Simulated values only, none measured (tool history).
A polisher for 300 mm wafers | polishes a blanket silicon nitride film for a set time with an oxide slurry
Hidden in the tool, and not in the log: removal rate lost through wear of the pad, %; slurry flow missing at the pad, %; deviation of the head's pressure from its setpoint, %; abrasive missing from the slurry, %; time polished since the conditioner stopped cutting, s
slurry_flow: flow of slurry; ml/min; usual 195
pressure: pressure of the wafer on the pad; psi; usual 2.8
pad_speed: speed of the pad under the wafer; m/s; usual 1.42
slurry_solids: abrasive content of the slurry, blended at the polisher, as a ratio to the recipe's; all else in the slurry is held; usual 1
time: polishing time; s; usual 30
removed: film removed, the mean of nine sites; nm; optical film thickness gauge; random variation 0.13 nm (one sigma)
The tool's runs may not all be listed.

| run | day | slurry_flow | pressure | pad_speed | slurry_solids | time | wafers since the last listed run | wafers polished on this pad | hours since the slurry nozzle was cleaned | hours since the head pressure was calibrated | hours since the slurry blender was calibrated | hours since the conditioning disc was replaced | incoming thickness of the incoming film, nm | removed |
|---|---|---|---|---|---|---|---|---|---|---|---|---|---|---|
| 1 | 0 | 195 | 2.8 | 1.62 | 1 | 34 | 0 | 4751 | 144.1 | 68.3 | 752.3 | 554.1 | 250.5 | 22.7 |
| 2 | 1.529 | 150 | 2.8 | 1.02 | 1.1 | 26 | 348 | 5099 | 180.8 | 105 | 789 | 590.8 | 246.2 | 12.1 |
|  | 1.996 | slurry blender recalibrated |
|  | 6.154 | worn pad replaced by a new one |
|  | 6.554 | conditioning disc replaced and pad reconditioned |
| 3 | 8.154 | 195 | 2.8 | 1.42 | 0.9 | 30 | 1433 | 437 | 339.8 | 264 | 147.8 | 38.4 | 251.3 | 17.7 |
| 4 | 9.75 | 195 | 2.8 | 1.42 | 1 | 30 | 363 | 800 | 378.1 | 302.3 | 186.1 | 76.7 | 250.9 | 18.6 |
| 5 | 12.062 | 245 | 2.8 | 1.42 | 1 | 22 | 527 | 1327 | 433.6 | 357.8 | 241.6 | 132.2 | 246.3 | 14 |
| 6 | 13.65 | 160 | 2.8 | 1.42 | 1 | 30 | 361 | 1689 | 471.7 | 395.9 | 279.7 | 170.3 | 251 | 18 |
| 7 | 16.775 | 220 | 2.8 | 1.42 | 1 | 30 | 712 | 2401 | 546.7 | 470.9 | 354.7 | 245.3 | 246.3 | 18.7 |
| 8 | 19.371 | 195 | 2.8 | 1.42 | 1 | 25 | 591 | 2993 | 609 | 533.2 | 417 | 307.6 | 246.7 | 15.3 |
|  | 20.879 | slurry nozzle cleaned |
| 9 | 21.425 | 195 | 3.5 | 1.1 | 0.9 | 30 | 458 | 3452 | 13.1 | 582.5 | 466.3 | 356.9 | 250.7 | 17.1 |
| 10 | 24.242 | 195 | 2.2 | 1.42 | 1 | 30 | 641 | 4094 | 80.7 | 650.1 | 533.9 | 424.5 | 251.8 | 14.9 |
| 11 | 25.988 | 195 | 1.8 | 1.42 | 0.85 | 36 | 397 | 4491 | 122.6 | 692 | 575.8 | 466.4 | 244.2 | 14.2 |
|  | 29.867 | slurry blender recalibrated |
| 12 | 29.958 | 195 | 2.8 | 1.42 | 1 | 37 | 885 | 5377 | 217.9 | 787.3 | 2.2 | 561.7 | 248.5 | 22.4 |
| 13 | 33.133 | 245 | 3.3 | 1.42 | 1 | 30 | 723 | 6101 | 294.1 | 863.5 | 78.4 | 637.9 | 249.7 | 21.2 |
|  | 34.229 | conditioning disc replaced and pad reconditioned |
|  | 35.796 | worn pad replaced by a new one |
| 14 | 36.729 | 135 | 3.8 | 1.1 | 0.8 | 30 | 762 | 212 | 380.4 | 949.8 | 164.7 | 60 | 250.5 | 15.8 |
|  | 44.988 | head pressure recalibrated |
| 15 | 47.508 | 195 | 2.8 | 1.42 | 1 | 30 | 2437 | 2650 | 639.1 | 60.5 | 423.4 | 318.7 | 246.4 | 18.4 |
| 16 | 51.604 | 170 | 2.8 | 1.42 | 0.85 | 26 | 933 | 3583 | 737.4 | 158.8 | 521.7 | 417 | 250.2 | 14.6 |
|  | 53.7 | slurry nozzle cleaned |
| 17 | 54.017 | 145 | 2.8 | 1.42 | 0.8 | 30 | 540 | 4124 | 7.6 | 216.7 | 579.6 | 474.9 | 250.3 | 15.7 |
|  | 61.008 | conditioning disc replaced and pad reconditioned |
| 18 | 61.108 | 195 | 2.8 | 1.42 | 1 | 30 | 1597 | 5721 | 177.8 | 386.9 | 749.8 | 2.4 | 253.5 | 17.6 |
|  | 62.142 | slurry blender recalibrated |
|  | 62.829 | worn pad replaced by a new one |
| 19 | 62.85 | 195 | 2.8 | 1.42 | 1 | 30 | 339 | 4 | 219.6 | 428.7 | 17 | 44.2 | 252.3 | 18.9 |
| 20 | 66.962 | 195 | 2.8 | 1.08 | 1.2 | 30 | 937 | 941 | 318.3 | 527.4 | 115.7 | 142.9 | 247.7 | 16.1 |
| 21 | 71.188 | 195 | 2.8 | 1.42 | 1 | 30 | 962 | 1904 | 419.7 | 628.8 | 217.1 | 244.3 | 249.9 | 18.1 |
| 22 | 77.971 | 195 | 2.5 | 1.42 | 1 | 30 | 1545 | 3450 | 582.5 | 791.6 | 379.9 | 407.1 | 250.9 | 16.3 |
| 23 | 79.708 | 170 | 2 | 1.88 | 1 | 30 | 395 | 3846 | 624.2 | 833.3 | 421.6 | 448.8 | 252.6 | 17.1 |
|  | 80.692 | slurry nozzle cleaned |
| 24 | 81.788 | 195 | 2.8 | 1.6 | 1.15 | 37 | 464 | 4310 | 26.3 | 883.2 | 471.5 | 498.7 | 254.6 | 25.6 |

5 ways to go on from here, each from the tool as it stands after run 24. What would each give?
| A | 81.804 | 195 | 2.8 | 1.42 | 1 | 30 | 3 | 4314 | 26.7 | 883.6 | 471.9 | 499.1 | 248.1 | ? |
| B | 81.804 | 130 | 2.8 | 0.92 | 1 | 30 | 3 | 4314 | 26.7 | 883.6 | 471.9 | 499.1 | 248.1 | ? |
| C | 81.804 | 150 | 3.3 | 1.42 | 1 | 30 | 3 | 4314 | 26.7 | 883.6 | 471.9 | 499.1 | 248.1 | ? |
| D | 81.804 | 265 | 2.8 | 1.74 | 0.8 | 27 | 3 | 4314 | 26.7 | 883.6 | 471.9 | 499.1 | 248.1 | ? |
| E | 81.804 | 195 | 2.8 | 1.04 | 1 | 30 | 3 | 4314 | 26.7 | 883.6 | 471.9 | 499.1 | 248.1 | ? |

| run | removed |
|---|---|
| A | 17.7 |
| B | 11.8 |
| C | 19.4 |
| D | 17.4 |
| E | 13.8 |
Without the tool's hidden state the same runs would have given:
| run | removed |
|---|---|
| A | 18.8 |
| B | 12.5 |
| C | 20.6 |
| D | 18.5 |
| E | 14.6 |

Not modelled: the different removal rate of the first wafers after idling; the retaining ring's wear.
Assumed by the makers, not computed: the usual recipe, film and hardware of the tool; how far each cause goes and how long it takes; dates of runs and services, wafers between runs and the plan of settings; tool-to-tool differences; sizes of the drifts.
